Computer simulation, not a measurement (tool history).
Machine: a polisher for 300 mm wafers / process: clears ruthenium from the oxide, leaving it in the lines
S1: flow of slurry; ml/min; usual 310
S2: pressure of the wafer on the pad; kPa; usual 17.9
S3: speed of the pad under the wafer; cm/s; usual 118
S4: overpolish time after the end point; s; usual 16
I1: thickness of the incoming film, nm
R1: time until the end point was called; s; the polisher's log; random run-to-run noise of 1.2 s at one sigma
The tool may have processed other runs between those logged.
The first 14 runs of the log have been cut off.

run    hour   S1    S2   S3  S4     I1     R1
 15  1050.8  310  17.9  118  16  143.2   82.1
     1101.7  -- worn pad replaced by a new one
 16  1129.6  310  17.9  118  16  138.1   75.2
 17  1168.4  310  17.9  118  16  141.3   77.8
 18  1260.2  310  17.9  118  16  139.9   79.0
     1262.4  -- slurry nozzle cleaned
 19  1503.0  310  17.9  118   9  140.9   77.8
     1548.6  -- head pressure recalibrated
 20  1582.8  310  23.4  104  16  139.7   67.9
 21  1624.9  310  24.1  118  25  140.6   60.1
 22  1704.6  310  17.9  118  16  142.2   83.0
 23  1747.9  310  17.9  148  16  140.6   68.9
 24  1807.1  260  23.4  118  25  142.5   64.9
     1842.9  -- worn pad replaced by a new one
 25  1877.9  310  17.9   78  16  140.2  110.7
 26  1981.8  210  17.9  118  16  138.2   81.9
     1990.5  -- slurry nozzle cleaned
 27  2302.5  310  23.4   78  16  141.4   87.3
     2340.4  -- head pressure recalibrated
 28  2355.3  310  17.9  118  16  140.3   78.3
 29  2422.2  310  17.9  118   9  140.0   81.2
 30  2494.7  310  17.9  118  16  139.8   81.0
 31  2537.0  380  21.4  130  13  141.0   62.4
     2576.6  -- worn pad replaced by a new one
 32  2630.2  310  17.9  118  16  140.0   76.7
 33  2915.8  310  12.4  118  16  140.6  121.8
     2923.3  -- slurry nozzle cleaned
 34  2957.7  400  17.9  138  16  139.8   65.3
     3014.2  -- head pressure recalibrated
 35  3234.0  355  20.7   94  10  142.4   85.3
     3257.3  -- worn pad replaced by a new one
 36  3271.6  360  17.9   78  16  141.8  107.7

Each row is a separate what-if for the run after 36, all from the same tool condition, not one after another. Results?
  A  3272.1  310  17.9  118  16  137.0   ?
  B  3272.1  280  17.9  138  19  137.0   ?
  C  3272.1  310  17.9   78  25  137.0   ?
  D  3272.1  400  23.4  118  16  137.0   ?

run     R1
  A   75.3
  B   65.9
  C  109.2
  D   56.3
Take away the tool's hidden state, keep each run's random variation, and the runs would have read:
run     R1
  A   72.7
  B   63.5
  C  105.4
  D   54.5
